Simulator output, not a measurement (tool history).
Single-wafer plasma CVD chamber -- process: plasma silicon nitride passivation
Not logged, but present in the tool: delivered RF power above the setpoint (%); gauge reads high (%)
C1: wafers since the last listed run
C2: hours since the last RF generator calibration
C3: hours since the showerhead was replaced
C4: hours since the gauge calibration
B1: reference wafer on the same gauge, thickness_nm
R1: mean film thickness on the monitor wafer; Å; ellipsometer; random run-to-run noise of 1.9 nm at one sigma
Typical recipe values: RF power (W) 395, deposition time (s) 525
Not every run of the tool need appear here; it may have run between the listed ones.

{"run": 1, "hour": 0.0, "RF power (W)": 375, "deposition time (s)": 525, "C1": 0, "C2": 1160.5, "C3": 3083.8, "C4": 104.5, "B1": 900.985, "R1": 7549.7}
{"run": 2, "hour": 17.1, "RF power (W)": 375, "deposition time (s)": 525, "C1": 59, "C2": 1177.6, "C3": 3100.9, "C4": 121.6, "B1": 900.262, "R1": 7571.52}
{"run": 3, "hour": 30.6, "RF power (W)": 395, "deposition time (s)": 601, "C1": 47, "C2": 1191.1, "C3": 3114.4, "C4": 135.1, "B1": 900.526, "R1": 8778.33}
{"run": 4, "hour": 53.0, "RF power (W)": 395, "deposition time (s)": 601, "C1": 78, "C2": 1213.5, "C3": 3136.8, "C4": 157.5, "B1": 900.682, "R1": 8782.34}
{"run": 5, "hour": 69.8, "RF power (W)": 395, "deposition time (s)": 525, "C1": 58, "C2": 1230.3, "C3": 3153.6, "C4": 174.3, "B1": 901.169, "R1": 7651.95}
{"run": 6, "hour": 87.8, "RF power (W)": 355, "deposition time (s)": 525, "C1": 62, "C2": 1248.3, "C3": 3171.6, "C4": 192.3, "B1": 900.678, "R1": 7438.0}
{"run": 7, "hour": 109.3, "RF power (W)": 395, "deposition time (s)": 581, "C1": 75, "C2": 1269.8, "C3": 3193.1, "C4": 213.8, "B1": 900.984, "R1": 8445.13}
{"run": 8, "hour": 142.1, "RF power (W)": 395, "deposition time (s)": 581, "C1": 114, "C2": 1302.6, "C3": 3225.9, "C4": 246.6, "B1": 901.191, "R1": 8456.28}
{"run": 9, "hour": 170.4, "RF power (W)": 395, "deposition time (s)": 501, "C1": 98, "C2": 1330.9, "C3": 3254.2, "C4": 274.9, "B1": 900.58, "R1": 7286.11}
{"run": 10, "hour": 191.8, "RF power (W)": 395, "deposition time (s)": 501, "C1": 74, "C2": 1352.3, "C3": 3275.6, "C4": 296.3, "B1": 900.94, "R1": 7306.13}
{"run": 11, "hour": 213.0, "RF power (W)": 415, "deposition time (s)": 525, "C1": 74, "C2": 1373.5, "C3": 3296.8, "C4": 317.5, "B1": 900.441, "R1": 7774.94}
{"run": 12, "hour": 296.2, "RF power (W)": 395, "deposition time (s)": 492, "C1": 290, "C2": 1456.7, "C3": 3380.0, "C4": 400.7, "B1": 900.833, "R1": 7175.77}
{"run": 13, "hour": 326.8, "RF power (W)": 395, "deposition time (s)": 492, "C1": 106, "C2": 1487.3, "C3": 3410.6, "C4": 431.3, "B1": 900.869, "R1": 7132.15}
{"run": 14, "hour": 356.7, "RF power (W)": 430, "deposition time (s)": 525, "C1": 104, "C2": 1517.2, "C3": 3440.5, "C4": 461.2, "B1": 900.754, "R1": 7825.31}
{"run": 15, "hour": 373.1, "RF power (W)": 430, "deposition time (s)": 525, "C1": 57, "C2": 1533.6, "C3": 3456.9, "C4": 477.6, "B1": 900.499, "R1": 7840.46}
{"run": 16, "hour": 389.2, "RF power (W)": 430, "deposition time (s)": 525, "C1": 56, "C2": 1549.7, "C3": 3473.0, "C4": 493.7, "B1": 901.178, "R1": 7844.0}
{"run": 17, "hour": 415.9, "RF power (W)": 395, "deposition time (s)": 443, "C1": 93, "C2": 1576.4, "C3": 3499.7, "C4": 520.4, "B1": 900.639, "R1": 6459.94}
{"run": 18, "hour": 450.3, "RF power (W)": 395, "deposition time (s)": 443, "C1": 120, "C2": 1610.8, "C3": 3534.1, "C4": 554.8, "B1": 901.088, "R1": 6457.25}
{"run": 19, "hour": 476.8, "RF power (W)": 395, "deposition time (s)": 563, "C1": 92, "C2": 1637.3, "C3": 3560.6, "C4": 581.3, "B1": 900.994, "R1": 8196.58}
{"run": 20, "hour": 501.1, "RF power (W)": 395, "deposition time (s)": 563, "C1": 84, "C2": 1661.6, "C3": 3584.9, "C4": 605.6, "B1": 901.113, "R1": 8163.44}
{"run": 21, "hour": 513.6, "RF power (W)": 395, "deposition time (s)": 563, "C1": 43, "C2": 1674.1, "C3": 3597.4, "C4": 618.1, "B1": 900.613, "R1": 8167.68}
{"run": 22, "hour": 528.7, "RF power (W)": 395, "deposition time (s)": 525, "C1": 52, "C2": 1689.2, "C3": 3612.5, "C4": 633.2, "B1": 900.945, "R1": 7662.65}
{"run": 23, "hour": 544.0, "RF power (W)": 395, "deposition time (s)": 563, "C1": 53, "C2": 1704.5, "C3": 3627.8, "C4": 648.5, "B1": 901.15, "R1": 8164.95}
{"run": 24, "hour": 566.5, "RF power (W)": 395, "deposition time (s)": 525, "C1": 78, "C2": 1727.0, "C3": 3650.3, "C4": 671.0, "B1": 900.969, "R1": 7663.15}
{"run": 25, "hour": 587.5, "RF power (W)": 365, "deposition time (s)": 474, "C1": 73, "C2": 1748.0, "C3": 3671.3, "C4": 692.0, "B1": 901.543, "R1": 6750.06}
{"hour": 600.8, "done": "gauge calibrated"}
{"run": 26, "hour": 616.0, "RF power (W)": 420, "deposition time (s)": 421, "C1": 99, "C2": 1776.5, "C3": 3699.8, "C4": 15.2, "B1": 901.036, "R1": 6237.97}
{"run": 27, "hour": 634.1, "RF power (W)": 395, "deposition time (s)": 525, "C1": 63, "C2": 1794.6, "C3": 3717.9, "C4": 33.3, "B1": 901.338, "R1": 7638.95}
{"hour": 676.7, "done": "showerhead replaced"}
{"run": 28, "hour": 677.2, "RF power (W)": 425, "deposition time (s)": 479, "C1": 122, "C2": 1837.7, "C3": 0.5, "C4": 76.4, "B1": 901.064, "R1": 7047.08}
{"run": 29, "hour": 697.0, "RF power (W)": 360, "deposition time (s)": 525, "C1": 69, "C2": 1857.5, "C3": 20.3, "C4": 96.2, "B1": 900.967, "R1": 7393.62}
{"hour": 713.1, "done": "RF generator calibrated"}
{"run": 30, "hour": 714.7, "RF power (W)": 340, "deposition time (s)": 562, "C1": 33, "C2": 1.6, "C3": 38.0, "C4": 113.9, "B1": 900.242, "R1": 7765.04}
{"run": 31, "hour": 728.0, "RF power (W)": 335, "deposition time (s)": 583, "C1": 46, "C2": 14.9, "C3": 51.3, "C4": 127.2, "B1": 900.753, "R1": 8002.76}
{"run": 32, "hour": 757.3, "RF power (W)": 345, "deposition time (s)": 474, "C1": 102, "C2": 44.2, "C3": 80.6, "C4": 156.5, "B1": 901.151, "R1": 6544.66}
{"run": 33, "hour": 789.8, "RF power (W)": 375, "deposition time (s)": 525, "C1": 113, "C2": 76.7, "C3": 113.1, "C4": 189.0, "B1": 901.361, "R1": 7392.37}
{"run": 34, "hour": 802.2, "RF power (W)": 460, "deposition time (s)": 597, "C1": 43, "C2": 89.1, "C3": 125.5, "C4": 201.4, "B1": 901.235, "R1": 8884.27}
{"run": 35, "hour": 828.6, "RF power (W)": 440, "deposition time (s)": 482, "C1": 92, "C2": 115.5, "C3": 151.9, "C4": 227.8, "B1": 900.349, "R1": 7106.28}
{"run": 36, "hour": 845.0, "RF power (W)": 395, "deposition time (s)": 606, "C1": 57, "C2": 131.9, "C3": 168.3, "C4": 244.2, "B1": 901.549, "R1": 8655.87}
{"hour": 860.2, "done": "RF generator calibrated, repeated, since the last time left the tool worse"}
{"run": 37, "hour": 860.7, "RF power (W)": 395, "deposition time (s)": 604, "C1": 26, "C2": 0.5, "C3": 184.0, "C4": 259.9, "B1": 901.172, "R1": 8923.87}
{"run": 38, "hour": 870.1, "RF power (W)": 395, "deposition time (s)": 475, "C1": 32, "C2": 9.9, "C3": 193.4, "C4": 269.3, "B1": 900.993, "R1": 6991.53}
{"run": 39, "hour": 892.2, "RF power (W)": 395, "deposition time (s)": 525, "C1": 77, "C2": 32.0, "C3": 215.5, "C4": 291.4, "B1": 901.198, "R1": 7752.78}
{"run": 40, "hour": 915.1, "RF power (W)": 395, "deposition time (s)": 525, "C1": 79, "C2": 54.9, "C3": 238.4, "C4": 314.3, "B1": 901.108, "R1": 7705.91}
{"run": 41, "hour": 947.5, "RF power (W)": 430, "deposition time (s)": 525, "C1": 113, "C2": 87.3, "C3": 270.8, "C4": 346.7, "B1": 900.295, "R1": 7933.23}
{"run": 42, "hour": 963.2, "RF power (W)": 395, "deposition time (s)": 525, "C1": 54, "C2": 103.0, "C3": 286.5, "C4": 362.4, "B1": 900.703, "R1": 7706.74}
{"run": 43, "hour": 1045.7, "RF power (W)": 460, "deposition time (s)": 434, "C1": 288, "C2": 185.5, "C3": 369.0, "C4": 444.9, "B1": 900.644, "R1": 6660.1}

Predict each of these 4 candidate next runs independently; none follows another, all start after run 43:
{"run": "A", "hour": 1046.2, "RF power (W)": 470, "deposition time (s)": 525, "C1": 1, "C2": 186.0, "C3": 369.5, "C4": 445.4, "B1": "?", "R1": "?"}
{"run": "B", "hour": 1046.2, "RF power (W)": 395, "deposition time (s)": 623, "C1": 1, "C2": 186.0, "C3": 369.5, "C4": 445.4, "B1": "?", "R1": "?"}
{"run": "C", "hour": 1046.2, "RF power (W)": 395, "deposition time (s)": 448, "C1": 1, "C2": 186.0, "C3": 369.5, "C4": 445.4, "B1": "?", "R1": "?"}
{"run": "D", "hour": 1046.2, "RF power (W)": 355, "deposition time (s)": 594, "C1": 1, "C2": 186.0, "C3": 369.5, "C4": 445.4, "B1": "?", "R1": "?"}

run=A B1=901.117 R1=8091.35
run=B B1=901.117 R1=9157.83
run=C B1=901.117 R1=6585.41
run=D B1=901.117 R1=8484.74
The same runs, with their run-to-run variation unchanged, on a tool lacking any hidden condition would have given:
run=A R1=8107.06
run=B R1=9175.62
run=C R1=6598.20
run=D R1=8501.22
